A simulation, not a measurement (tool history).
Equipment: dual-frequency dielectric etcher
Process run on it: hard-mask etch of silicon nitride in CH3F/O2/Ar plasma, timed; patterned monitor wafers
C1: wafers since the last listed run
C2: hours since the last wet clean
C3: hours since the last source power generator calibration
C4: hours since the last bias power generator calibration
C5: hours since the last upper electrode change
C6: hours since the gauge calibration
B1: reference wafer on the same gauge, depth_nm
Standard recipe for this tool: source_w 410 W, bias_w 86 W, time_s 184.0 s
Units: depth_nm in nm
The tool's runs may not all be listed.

run 1 day=0.000 | source_w=360 bias_w=86 time_s=205.5 | C1=0 C2=580.9 C3=866.6 C4=1305.6 C5=102.9 C6=1977.8 | B1=130.8 | depth_nm=140.5
-- day=2.171 wet clean of the chamber
run 2 day=3.967 | source_w=410 bias_w=81 time_s=172.0 | C1=306 C2=43.1 C3=961.8 C4=1400.8 C5=198.1 C6=2073.0 | B1=130.9 | depth_nm=126.0
run 3 day=5.983 | source_w=410 bias_w=81 time_s=172.0 | C1=208 C2=91.5 C3=1010.2 C4=1449.2 C5=246.5 C6=2121.4 | B1=130.9 | depth_nm=126.8
run 4 day=8.717 | source_w=410 bias_w=81 time_s=172.0 | C1=282 C2=157.1 C3=1075.8 C4=1514.8 C5=312.1 C6=2187.0 | B1=131.2 | depth_nm=126.1
run 5 day=10.496 | source_w=410 bias_w=86 time_s=184.0 | C1=184 C2=199.8 C3=1118.5 C4=1557.5 C5=354.8 C6=2229.7 | B1=131.3 | depth_nm=137.0
run 6 day=12.017 | source_w=410 bias_w=86 time_s=184.0 | C1=157 C2=236.3 C3=1155.0 C4=1594.0 C5=391.3 C6=2266.2 | B1=130.7 | depth_nm=136.2
run 7 day=14.971 | source_w=410 bias_w=86 time_s=184.0 | C1=305 C2=307.2 C3=1225.9 C4=1664.9 C5=462.2 C6=2337.1 | B1=131.0 | depth_nm=135.2
run 8 day=17.125 | source_w=410 bias_w=86 time_s=184.0 | C1=222 C2=358.9 C3=1277.6 C4=1716.6 C5=513.9 C6=2388.8 | B1=131.1 | depth_nm=134.9
run 9 day=19.842 | source_w=410 bias_w=64 time_s=152.5 | C1=281 C2=424.1 C3=1342.8 C4=1781.8 C5=579.1 C6=2454.0 | B1=130.6 | depth_nm=102.5
run 10 day=23.379 | source_w=410 bias_w=86 time_s=184.0 | C1=365 C2=509.0 C3=1427.7 C4=1866.7 C5=664.0 C6=2538.9 | B1=131.1 | depth_nm=132.6
-- day=25.950 wet clean of the chamber
run 11 day=27.421 | source_w=410 bias_w=86 time_s=184.0 | C1=314 C2=35.3 C3=1524.7 C4=1963.7 C5=761.0 C6=2635.9 | B1=130.9 | depth_nm=136.8
run 12 day=29.600 | source_w=480 bias_w=80 time_s=144.5 | C1=225 C2=87.6 C3=1577.0 C4=2016.0 C5=813.3 C6=2688.2 | B1=130.7 | depth_nm=111.2
run 13 day=32.758 | source_w=510 bias_w=102 time_s=136.5 | C1=326 C2=163.4 C3=1652.8 C4=2091.8 C5=889.1 C6=2764.0 | B1=131.4 | depth_nm=115.8
run 14 day=34.325 | source_w=410 bias_w=86 time_s=184.0 | C1=162 C2=201.0 C3=1690.4 C4=2129.4 C5=926.7 C6=2801.6 | B1=130.9 | depth_nm=135.5
run 15 day=38.142 | source_w=380 bias_w=86 time_s=163.5 | C1=394 C2=292.6 C3=1782.0 C4=2221.0 C5=1018.3 C6=2893.2 | B1=130.9 | depth_nm=117.3
run 16 day=41.954 | source_w=320 bias_w=93 time_s=230.5 | C1=394 C2=384.1 C3=1873.5 C4=2312.5 C5=1109.8 C6=2984.7 | B1=130.7 | depth_nm=154.8
-- day=43.546 bias power generator calibrated
run 17 day=43.738 | source_w=500 bias_w=70 time_s=153.0 | C1=167 C2=426.9 C3=1916.3 C4=4.6 C5=1152.6 C6=3027.5 | B1=131.1 | depth_nm=112.1
run 18 day=46.038 | source_w=410 bias_w=68 time_s=137.0 | C1=237 C2=482.1 C3=1971.5 C4=59.8 C5=1207.8 C6=3082.7 | B1=130.8 | depth_nm=92.5
-- day=47.262 source power generator calibrated
run 19 day=49.462 | source_w=320 bias_w=86 time_s=184.0 | C1=337 C2=564.3 C3=52.8 C4=142.0 C5=1290.0 C6=3164.9 | B1=131.1 | depth_nm=120.8
-- day=54.458 wet clean of the chamber
-- day=56.608 gauge calibrated
run 20 day=58.542 | source_w=440 bias_w=104 time_s=162.5 | C1=835 C2=98.0 C3=270.7 C4=359.9 C5=1507.9 C6=46.4 | B1=130.9 | depth_nm=134.2
run 21 day=60.767 | source_w=370 bias_w=86 time_s=184.0 | C1=230 C2=151.4 C3=324.1 C4=413.3 C5=1561.3 C6=99.8 | B1=130.9 | depth_nm=133.7
run 22 day=64.096 | source_w=410 bias_w=93 time_s=184.0 | C1=344 C2=231.3 C3=404.0 C4=493.2 C5=1641.2 C6=179.7 | B1=131.2 | depth_nm=141.6
run 23 day=66.562 | source_w=380 bias_w=99 time_s=184.0 | C1=255 C2=290.5 C3=463.2 C4=552.4 C5=1700.4 C6=238.9 | B1=131.0 | depth_nm=138.0
run 24 day=68.667 | source_w=410 bias_w=86 time_s=184.0 | C1=217 C2=341.0 C3=513.7 C4=602.9 C5=1750.9 C6=289.4 | B1=131.4 | depth_nm=135.9
run 25 day=70.742 | source_w=410 bias_w=86 time_s=184.0 | C1=214 C2=390.8 C3=563.5 C4=652.7 C5=1800.7 C6=339.2 | B1=131.0 | depth_nm=135.2
run 26 day=72.312 | source_w=410 bias_w=76 time_s=142.0 | C1=162 C2=428.5 C3=601.2 C4=690.4 C5=1838.4 C6=376.9 | B1=131.0 | depth_nm=100.6
run 27 day=74.658 | source_w=330 bias_w=106 time_s=149.0 | C1=242 C2=484.8 C3=657.5 C4=746.7 C5=1894.7 C6=433.2 | B1=131.2 | depth_nm=107.2
run 28 day=77.788 | source_w=380 bias_w=77 time_s=200.5 | C1=323 C2=559.9 C3=732.6 C4=821.8 C5=1969.8 C6=508.3 | B1=130.9 | depth_nm=137.2
run 29 day=79.542 | source_w=410 bias_w=68 time_s=137.0 | C1=181 C2=602.0 C3=774.7 C4=863.9 C5=2011.9 C6=550.4 | B1=130.8 | depth_nm=91.7

Predict the results of run 30:
-- day=80.833 wet clean of the chamber
run 30 day=83.750 | source_w=410 bias_w=86 time_s=184.0 | C1=331 C2=70.0 C3=875.7 C4=964.9 C5=2112.9 C6=651.4 | B1=? | depth_nm=?

{"run 30": {"B1": 131.1, "depth_nm": 138.3}}
Without the tool's hidden state the same run would have given depth_nm 138.2 nm.

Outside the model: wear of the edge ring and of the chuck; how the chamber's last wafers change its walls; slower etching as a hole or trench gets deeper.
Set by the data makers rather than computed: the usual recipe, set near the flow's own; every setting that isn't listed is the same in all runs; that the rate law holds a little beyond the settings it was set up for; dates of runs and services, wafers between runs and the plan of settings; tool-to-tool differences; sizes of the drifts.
